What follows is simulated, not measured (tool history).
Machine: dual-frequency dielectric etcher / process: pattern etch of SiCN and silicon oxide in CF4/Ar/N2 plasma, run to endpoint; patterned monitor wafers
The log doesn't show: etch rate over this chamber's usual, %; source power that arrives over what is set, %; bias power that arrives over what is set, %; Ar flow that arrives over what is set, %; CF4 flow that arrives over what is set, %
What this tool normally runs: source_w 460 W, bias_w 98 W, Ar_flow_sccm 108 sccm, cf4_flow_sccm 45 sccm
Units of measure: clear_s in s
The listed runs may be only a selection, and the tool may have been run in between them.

| run | hour | source_w | bias_w | Ar_flow_sccm | cf4_flow_sccm | wafers since the last listed run | hours since the last wet clean | hours since the last source power generator calibration | hours since the last bias power generator calibration | hours since the last Ar flow controller change | hours since the last CF4 flow controller change | hours since the last upper electrode change | incoming incoming film thickness, nm | clear_s |
|---|---|---|---|---|---|---|---|---|---|---|---|---|---|---|
| 1 | 0 | 460 | 98 | 108 | 45 | 0 | 378 | 4004.1 | 1809.3 | 2024.4 | 3591.1 | 4038.7 | 11.69 | 13.5 |
| 2 | 33.7 | 460 | 98 | 108 | 45 | 499 | 411.7 | 4037.8 | 1843 | 2058.1 | 3624.8 | 4072.4 | 11.74 | 14 |
| 3 | 65.9 | 460 | 98 | 108 | 45 | 477 | 443.9 | 4070 | 1875.2 | 2090.3 | 3657 | 4104.6 | 11.64 | 13.9 |
| 4 | 99.2 | 460 | 87 | 108 | 45 | 493 | 477.2 | 4103.3 | 1908.5 | 2123.6 | 3690.3 | 4137.9 | 11.75 | 14.5 |
|  | 128.5 | wet clean of the chamber |
|  | 132.6 | upper electrode replaced |
| 5 | 133.1 | 460 | 87 | 108 | 45 | 87 | 4.6 | 4137.2 | 1942.4 | 2157.5 | 3724.2 | 0.5 | 11.55 | 13.5 |
| 6 | 158.7 | 460 | 98 | 108 | 45 | 379 | 30.2 | 4162.8 | 1968 | 2183.1 | 3749.8 | 26.1 | 11.69 | 13.2 |
| 7 | 184.4 | 460 | 98 | 108 | 45 | 381 | 55.9 | 4188.5 | 1993.7 | 2208.8 | 3775.5 | 51.8 | 11.64 | 12.9 |
| 8 | 208.6 | 460 | 91 | 108 | 45 | 358 | 80.1 | 4212.7 | 2017.9 | 2233 | 3799.7 | 76 | 11.78 | 13.6 |
| 9 | 225.8 | 460 | 91 | 108 | 45 | 255 | 97.3 | 4229.9 | 2035.1 | 2250.2 | 3816.9 | 93.2 | 11.72 | 13.6 |
| 10 | 239.5 | 460 | 98 | 88 | 45 | 203 | 111 | 4243.6 | 2048.8 | 2263.9 | 3830.6 | 106.9 | 11.68 | 12.5 |
| 11 | 256.2 | 460 | 98 | 108 | 45 | 247 | 127.7 | 4260.3 | 2065.5 | 2280.6 | 3847.3 | 123.6 | 11.71 | 13.2 |
|  | 274.6 | source power generator calibrated |
|  | 289.5 | CF4 flow controller replaced |
| 12 | 291.1 | 570 | 112 | 108 | 39 | 369 | 162.6 | 16.5 | 2100.4 | 2315.5 | 1.6 | 158.5 | 11.77 | 11.2 |
|  | 314.5 | Ar flow controller replaced |
| 13 | 321.9 | 410 | 77 | 127 | 45 | 367 | 193.4 | 47.3 | 2131.2 | 7.4 | 32.4 | 189.3 | 11.62 | 16.1 |
| 14 | 353.7 | 460 | 98 | 108 | 45 | 471 | 225.2 | 79.1 | 2163 | 39.2 | 64.2 | 221.1 | 11.8 | 13.2 |
|  | 371.1 | bias power generator calibrated |
| 15 | 388.5 | 490 | 74 | 93 | 49 | 456 | 260 | 113.9 | 17.4 | 74 | 99 | 255.9 | 11.62 | 13.3 |
| 16 | 403.8 | 460 | 116 | 108 | 52 | 226 | 275.3 | 129.2 | 32.7 | 89.3 | 114.3 | 271.2 | 11.64 | 12.4 |
| 17 | 424.6 | 460 | 98 | 108 | 54 | 308 | 296.1 | 150 | 53.5 | 110.1 | 135.1 | 292 | 11.75 | 13.1 |
| 18 | 455.1 | 520 | 98 | 108 | 36 | 452 | 326.6 | 180.5 | 84 | 140.6 | 165.6 | 322.5 | 11.77 | 12.8 |
| 19 | 477.5 | 460 | 98 | 129 | 45 | 332 | 349 | 202.9 | 106.4 | 163 | 188 | 344.9 | 11.74 | 14 |
| 20 | 506 | 460 | 98 | 108 | 45 | 422 | 377.5 | 231.4 | 134.9 | 191.5 | 216.5 | 373.4 | 11.77 | 13.7 |
| 21 | 532.3 | 460 | 98 | 108 | 56 | 390 | 403.8 | 257.7 | 161.2 | 217.8 | 242.8 | 399.7 | 11.73 | 13.2 |
| 22 | 548.7 | 350 | 98 | 87 | 56 | 243 | 420.2 | 274.1 | 177.6 | 234.2 | 259.2 | 416.1 | 11.8 | 15.7 |
| 23 | 565 | 520 | 114 | 108 | 45 | 241 | 436.5 | 290.4 | 193.9 | 250.5 | 275.5 | 432.4 | 11.7 | 12 |
| 24 | 589.7 | 460 | 110 | 95 | 52 | 366 | 461.2 | 315.1 | 218.6 | 275.2 | 300.2 | 457.1 | 11.76 | 12.7 |
| 25 | 605 | 460 | 98 | 108 | 45 | 226 | 476.5 | 330.4 | 233.9 | 290.5 | 315.5 | 472.4 | 11.74 | 13.8 |

Alternative continuations, all from the tool just after run 25; predict every row:
| A | 605.4 | 460 | 116 | 108 | 45 | 5 | 476.9 | 330.8 | 234.3 | 290.9 | 315.9 | 472.8 | 11.78 | ? |
| B | 605.4 | 390 | 98 | 108 | 49 | 5 | 476.9 | 330.8 | 234.3 | 290.9 | 315.9 | 472.8 | 11.78 | ? |
| C | 605.4 | 460 | 115 | 108 | 54 | 5 | 476.9 | 330.8 | 234.3 | 290.9 | 315.9 | 472.8 | 11.78 | ? |

| run | clear_s |
|---|---|
| A | 13.1 |
| B | 15.6 |
| C | 12.8 |
With no hidden state in the tool, these same runs would have given:
| run | clear_s |
|---|---|
| A | 12.4 |
| B | 14.7 |
| C | 12.2 |
